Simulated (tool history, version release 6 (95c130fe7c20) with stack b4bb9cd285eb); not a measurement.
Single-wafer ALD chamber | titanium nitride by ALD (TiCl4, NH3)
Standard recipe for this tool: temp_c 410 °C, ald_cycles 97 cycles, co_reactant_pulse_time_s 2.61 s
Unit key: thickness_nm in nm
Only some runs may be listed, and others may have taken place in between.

run	day	temp_c	ald_cycles	co_reactant_pulse_time_s	read-back reference wafer on the same gauge, thickness_nm	thickness_nm
1	0	410	112	2.61	2.461	2.523
2	2.858	410	97	2.61	2.462	2.185
3	6.2	410	97	2.61	2.457	2.18
4	9.167	410	97	2.35	2.455	2.179
5	11.929	410	97	2.35	2.451	2.16
6	14.025	410	97	2.35	2.451	2.168
7	16.733	410	97	2.61	2.449	2.171
# day 17.654: showerhead replaced
# day 19.779: gauge calibrated
8	19.962	410	97	2.61	2.473	2.195
9	27.875	402	114	2.95	2.469	2.588
# day 28.821: thermocouple changed; heater temperature recalibrated
10	30.542	397	86	3.3	2.469	1.947
11	34.967	418	111	3.51	2.467	2.536
12	38.7	403	116	3.02	2.465	2.632
13	41.879	423	97	2.94	2.463	2.21
14	44.008	402	112	1.71	2.464	2.453
15	45.917	410	92	2.31	2.462	2.065

4 ways to go on from here, each from the tool as it stands after run 15. What would each give?
A	45.942	410	97	2.61	?	?
B	45.942	400	103	2.05	?	?
C	45.942	417	80	1.8	?	?
D	45.942	414	79	2.61	?	?

run	read-back reference wafer on the same gauge, thickness_nm	thickness_nm
A	2.46	2.176
B	2.46	2.278
C	2.46	1.769
D	2.46	1.774
With the hidden condition removed and each run's random variation left untouched, the same runs would have given:
run	thickness_nm
A	2.184
B	2.286
C	1.775
D	1.78
